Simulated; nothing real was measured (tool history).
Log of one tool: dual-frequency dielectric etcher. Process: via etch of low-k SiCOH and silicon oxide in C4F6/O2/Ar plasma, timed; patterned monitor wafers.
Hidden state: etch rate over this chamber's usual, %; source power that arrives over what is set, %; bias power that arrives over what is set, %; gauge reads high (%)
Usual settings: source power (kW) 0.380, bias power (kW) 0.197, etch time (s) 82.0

run     day  source power (kW)  bias power (kW)  etch time (s)  wafers since the last listed run  hours since the last wet clean  hours since the last source power generator calibration  hours since the last bias power generator calibration  hours since the last upper electrode change  hours since the gauge calibration  read-back reference wafer on the same gauge, depth_nm  mean etch depth across the wafer (nm)
  1   0.000              0.380            0.197           99.5                                 0                             1.8                                                   1413.5                                                 2830.7                                       4575.2                              879.0                                                  293.3                                  293.6
  2   1.433              0.380            0.197           82.0                               332                            36.2                                                   1447.9                                                 2865.1                                       4609.6                              913.4                                                  293.3                                  242.3
  3   3.304              0.380            0.197           82.0                               434                            81.1                                                   1492.8                                                 2910.0                                       4654.5                              958.3                                                  292.9                                  242.3
  4   4.983              0.380            0.182           82.0                               389                           121.4                                                   1533.1                                                 2950.3                                       4694.8                              998.6                                                  293.1                                  235.9
  5   6.621              0.380            0.182           82.0                               380                           160.7                                                   1572.4                                                 2989.6                                       4734.1                             1037.9                                                  293.0                                  235.2
  6   9.500              0.340            0.197           82.0                               668                           229.8                                                   1641.5                                                 3058.7                                       4803.2                             1107.0                                                  292.7                                  228.4
  7  12.075              0.340            0.197           82.0                               597                           291.6                                                   1703.3                                                 3120.5                                       4865.0                             1168.8                                                  293.0                                  229.1
     13.579  -- gauge calibrated
  8  13.988              0.380            0.197           82.0                               443                           337.5                                                   1749.2                                                 3166.4                                       4910.9                                9.8                                                  292.9                                  242.4
  9  15.842              0.380            0.197           82.0                               430                           382.0                                                   1793.7                                                 3210.9                                       4955.4                               54.3                                                  293.0                                  242.0
     18.521  -- wet clean of the chamber
     18.671  -- upper electrode replaced, of another model than before
 10  18.692              0.350            0.197           62.5                               395                             4.1                                                   1862.1                                                 3279.3                                          0.5                              122.7                                                  292.8                                  168.8
 11  19.658              0.350            0.197           62.5                               224                            27.3                                                   1885.3                                                 3302.5                                         23.7                              145.9                                                  292.9                                  168.5
     21.033  -- bias power generator calibrated
 12  21.254              0.380            0.197           82.0                               331                            65.6                                                   1923.6                                                    5.3                                         62.0                              184.2                                                  293.1                                  237.0
 13  22.812              0.450            0.197           69.0                               361                           103.0                                                   1961.0                                                   42.7                                         99.4                              221.6                                                  293.3                                  228.1
 14  24.800              0.380            0.197           82.0                               461                           150.7                                                   2008.7                                                   90.4                                        147.1                              269.3                                                  293.1                                  237.7
 15  26.512              0.380            0.197           82.0                               397                           191.8                                                   2049.8                                                  131.5                                        188.2                              310.4                                                  293.4                                  238.3
 16  27.579              0.480            0.197           82.0                               247                           217.4                                                   2075.4                                                  157.1                                        213.8                              336.0                                                  293.1                                  283.1
 17  28.846              0.380            0.197           82.0                               293                           247.8                                                   2105.8                                                  187.5                                        244.2                              366.4                                                  292.8                                  239.1
 18  30.771              0.440            0.197           82.0                               446                           294.0                                                   2152.0                                                  233.7                                        290.4                              412.6                                                  293.1                                  267.1
     34.096  -- source power generator calibrated
     37.662  -- wet clean of the chamber
 19  37.683              0.330            0.154          106.0                              1333                             0.5                                                     86.1                                                  399.6                                        456.3                              578.5                                                  292.9                                  241.8
 20  39.458              0.310            0.197           57.5                               411                            43.1                                                    128.7                                                  442.2                                        498.9                              621.1                                                  293.3                                  142.2
 21  40.950              0.420            0.161           82.0                               346                            78.9                                                    164.5                                                  478.0                                        534.7                              656.9                                                  292.9                                  237.9
 22  42.421              0.380            0.197          103.5                               341                           114.2                                                    199.8                                                  513.3                                        570.0                              692.2                                                  293.1                                  311.8
 23  45.192              0.430            0.214           82.0                               643                           180.7                                                    266.3                                                  579.8                                        636.5                              758.7                                                  293.3                                  283.1

4 ways to go on from here, each from the tool as it stands after run 23. What would each give?
  A  45.208              0.380            0.197           82.0                                 3                           181.1                                                    266.7                                                  580.2                                        636.9                              759.1                                                      ?                                      ?
  B  45.208              0.340            0.216           99.5                                 3                           181.1                                                    266.7                                                  580.2                                        636.9                              759.1                                                      ?                                      ?
  C  45.208              0.330            0.155           60.0                                 3                           181.1                                                    266.7                                                  580.2                                        636.9                              759.1                                                      ?                                      ?
  D  45.208              0.380            0.149           73.5                                 3                           181.1                                                    266.7                                                  580.2                                        636.9                              759.1                                                      ?                                      ?

run  read-back reference wafer on the same gauge, depth_nm  mean etch depth across the wafer (nm)
  A                                                  292.7                                  246.1
  B                                                  292.7                                  284.9
  C                                                  292.7                                  136.5
  D                                                  292.7                                  186.0
Without the tool's hidden state the same runs would have given:
run  mean etch depth across the wafer (nm)
  A                                  248.2
  B                                  287.3
  C                                  137.7
  D                                  187.7
